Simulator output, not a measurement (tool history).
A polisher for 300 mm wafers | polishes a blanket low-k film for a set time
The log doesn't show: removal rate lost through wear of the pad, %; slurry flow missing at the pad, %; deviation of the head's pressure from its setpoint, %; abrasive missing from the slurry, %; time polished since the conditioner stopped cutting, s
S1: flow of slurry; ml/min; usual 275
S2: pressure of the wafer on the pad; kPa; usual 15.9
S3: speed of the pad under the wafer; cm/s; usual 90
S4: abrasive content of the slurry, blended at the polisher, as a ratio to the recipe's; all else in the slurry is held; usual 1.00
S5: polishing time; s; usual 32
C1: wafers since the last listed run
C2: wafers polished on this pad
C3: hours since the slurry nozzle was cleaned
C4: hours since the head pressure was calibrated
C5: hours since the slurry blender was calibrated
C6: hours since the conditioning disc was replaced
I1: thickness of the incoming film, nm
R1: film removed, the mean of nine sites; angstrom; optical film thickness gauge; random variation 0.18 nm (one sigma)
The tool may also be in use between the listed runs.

{"run": 1, "day": 0.0, "S1": 275, "S2": 15.9, "S3": 90, "S4": 1.0, "S5": 32, "C1": 0, "C2": 560, "C3": 38.3, "C4": 155.2, "C5": 223.4, "C6": 243.9, "I1": 808.2, "R1": 144}
{"day": 0.338, "done": "conditioning disc replaced and pad reconditioned"}
{"run": 2, "day": 0.529, "S1": 275, "S2": 15.9, "S3": 90, "S4": 1.0, "S5": 32, "C1": 148, "C2": 708, "C3": 51.0, "C4": 167.9, "C5": 236.1, "C6": 4.6, "I1": 797.4, "R1": 141}
{"run": 3, "day": 1.312, "S1": 275, "S2": 15.9, "S3": 90, "S4": 1.0, "S5": 32, "C1": 260, "C2": 969, "C3": 69.8, "C4": 186.7, "C5": 254.9, "C6": 23.4, "I1": 797.0, "R1": 140}
{"day": 1.958, "done": "slurry blender recalibrated"}
{"run": 4, "day": 2.362, "S1": 275, "S2": 15.9, "S3": 90, "S4": 1.0, "S5": 32, "C1": 322, "C2": 1291, "C3": 95.0, "C4": 211.9, "C5": 9.7, "C6": 48.6, "I1": 806.8, "R1": 144}
{"run": 5, "day": 5.95, "S1": 205, "S2": 21.4, "S3": 106, "S4": 1.0, "S5": 32, "C1": 1195, "C2": 2487, "C3": 181.1, "C4": 298.0, "C5": 95.8, "C6": 134.7, "I1": 798.2, "R1": 204}
{"day": 7.325, "done": "worn pad replaced by a new one"}
{"run": 6, "day": 7.346, "S1": 275, "S2": 20.7, "S3": 90, "S4": 0.9, "S5": 40, "C1": 409, "C2": 6, "C3": 214.6, "C4": 331.5, "C5": 129.3, "C6": 168.2, "I1": 789.4, "R1": 210}
{"day": 8.046, "done": "head pressure recalibrated"}
{"run": 7, "day": 8.792, "S1": 240, "S2": 15.9, "S3": 90, "S4": 1.0, "S5": 32, "C1": 453, "C2": 460, "C3": 249.3, "C4": 17.9, "C5": 164.0, "C6": 202.9, "I1": 793.4, "R1": 137}
{"run": 8, "day": 9.946, "S1": 210, "S2": 12.4, "S3": 90, "S4": 1.0, "S5": 40, "C1": 384, "C2": 844, "C3": 277.0, "C4": 45.6, "C5": 191.7, "C6": 230.6, "I1": 805.0, "R1": 135}
{"run": 9, "day": 10.479, "S1": 320, "S2": 15.9, "S3": 90, "S4": 1.0, "S5": 32, "C1": 177, "C2": 1022, "C3": 289.8, "C4": 58.4, "C5": 204.5, "C6": 243.4, "I1": 803.9, "R1": 145}
{"day": 10.562, "done": "conditioning disc replaced and pad reconditioned"}
{"run": 10, "day": 11.025, "S1": 275, "S2": 13.1, "S3": 90, "S4": 1.1, "S5": 32, "C1": 154, "C2": 1176, "C3": 302.9, "C4": 71.5, "C5": 217.6, "C6": 11.1, "I1": 793.8, "R1": 125}
{"run": 11, "day": 12.342, "S1": 240, "S2": 15.9, "S3": 90, "S4": 1.0, "S5": 32, "C1": 438, "C2": 1615, "C3": 334.5, "C4": 103.1, "C5": 249.2, "C6": 42.7, "I1": 799.8, "R1": 136}
{"day": 13.108, "done": "slurry blender recalibrated"}
{"run": 12, "day": 13.267, "S1": 275, "S2": 15.9, "S3": 98, "S4": 0.8, "S5": 38, "C1": 280, "C2": 1895, "C3": 356.7, "C4": 125.3, "C5": 3.8, "C6": 64.9, "I1": 809.9, "R1": 147}
{"run": 13, "day": 14.425, "S1": 275, "S2": 15.9, "S3": 118, "S4": 1.15, "S5": 32, "C1": 385, "C2": 2281, "C3": 384.5, "C4": 153.1, "C5": 31.6, "C6": 92.7, "I1": 796.9, "R1": 188}
{"run": 14, "day": 15.629, "S1": 275, "S2": 15.9, "S3": 90, "S4": 1.0, "S5": 32, "C1": 401, "C2": 2682, "C3": 413.4, "C4": 182.0, "C5": 60.5, "C6": 121.6, "I1": 789.6, "R1": 140}
{"day": 16.438, "done": "worn pad replaced by a new one"}
{"run": 15, "day": 16.458, "S1": 275, "S2": 15.9, "S3": 90, "S4": 1.0, "S5": 32, "C1": 220, "C2": 6, "C3": 433.3, "C4": 201.9, "C5": 80.4, "C6": 141.5, "I1": 795.5, "R1": 134}

Forecast run 16:
{"run": 16, "day": 17.1, "S1": 320, "S2": 20.0, "S3": 90, "S4": 0.85, "S5": 32, "C1": 213, "C2": 220, "C3": 448.7, "C4": 217.3, "C5": 95.8, "C6": 156.9, "I1": 801.9, "R1": "?"}

R1: 154 angstrom
Without the tool's hidden state the same run would have given R1 160 angstrom.
